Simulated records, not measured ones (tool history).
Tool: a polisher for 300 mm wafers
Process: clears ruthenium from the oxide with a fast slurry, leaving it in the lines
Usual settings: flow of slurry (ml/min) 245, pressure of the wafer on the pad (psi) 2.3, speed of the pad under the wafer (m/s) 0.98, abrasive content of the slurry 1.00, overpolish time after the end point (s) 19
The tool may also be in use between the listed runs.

run,hour,flow of slurry (ml/min),pressure of the wafer on the pad (psi),speed of the pad under the wafer (m/s),abrasive content of the slurry,overpolish time after the end point (s),"incoming thickness of the incoming film, nm",time until the end point was called (s),dishing of a wide line in a test structure (angstrom)
1,0.0,245,2.3,0.98,1.00,19,281.0,106.2,402
2,17.4,245,2.3,0.98,1.00,19,277.8,105.1,385
3,31.8,245,2.3,0.98,1.00,19,271.8,105.0,385
# hour 42.4: slurry blender recalibrated
4,45.4,245,2.3,0.98,1.00,19,277.9,98.9,381
5,60.7,245,2.3,0.98,1.00,19,275.8,101.2,417
6,69.0,245,2.3,0.98,1.00,19,271.5,97.2,401
7,81.8,245,2.9,0.98,1.00,19,275.4,80.1,492
# hour 94.8: worn pad replaced by a new one
8,99.1,245,2.3,0.98,1.20,25,277.5,93.2,534
9,106.4,245,2.3,0.98,1.20,25,274.0,91.0,536
10,115.7,245,2.3,0.98,1.20,25,276.5,93.0,528
11,129.4,245,2.6,0.98,1.00,24,273.1,88.6,536
12,141.5,245,2.6,0.98,1.00,24,275.4,90.3,521
13,155.4,210,2.3,0.98,1.00,19,278.2,106.0,383
14,168.5,280,2.3,0.98,1.20,19,280.1,93.8,420
15,178.7,245,2.3,0.98,1.00,19,274.0,101.5,410
16,192.7,245,1.7,0.98,1.00,19,278.7,144.2,304
17,206.3,315,2.3,0.98,1.00,14,271.0,99.6,297
# hour 212.1: head pressure recalibrated
# hour 215.8: worn pad replaced by a new one
18,216.3,245,2.3,1.30,0.70,19,272.1,96.7,402
19,226.5,310,2.3,0.98,1.00,19,273.5,103.5,407
# hour 229.5: slurry nozzle cleaned
20,233.4,185,2.3,1.18,1.00,19,279.3,93.7,430
# hour 247.1: slurry blender recalibrated
21,247.6,245,2.3,0.76,1.20,19,277.9,117.5,351
22,260.8,245,2.3,0.98,1.00,19,273.0,98.7,401
23,269.8,215,2.3,1.14,1.00,19,271.3,87.3,437
24,283.8,275,2.3,0.98,1.20,24,276.4,88.3,534
25,295.4,200,2.3,0.98,1.00,19,274.9,102.8,402
# hour 335.2: worn pad replaced by a new one
26,335.7,245,2.3,0.98,1.00,19,279.0,104.2,401
27,346.5,185,2.3,1.18,1.00,19,272.7,87.6,457
28,362.3,245,2.3,0.98,1.00,19,274.9,101.6,376

5 ways to go on from here, each from the tool as it stands after run 28. What would each give?
A,362.8,205,2.3,0.98,1.00,19,272.8,?,?
B,362.8,300,2.3,0.98,1.25,19,272.8,?,?
C,362.8,245,2.0,0.84,1.00,19,272.8,?,?
D,362.8,245,2.6,1.18,1.00,19,272.8,?,?
E,362.8,305,2.6,1.30,1.00,19,272.8,?,?

run,time until the end point was called (s),dishing of a wide line in a test structure (angstrom)
A,104.1,384
B,89.9,435
C,136.2,305
D,75.1,502
E,66.8,550
Without the tool's hidden state the same runs would have given:
run,time until the end point was called (s),dishing of a wide line in a test structure (angstrom)
A,100.5,396
B,87.1,446
C,131.5,315
D,72.5,516
E,64.5,565
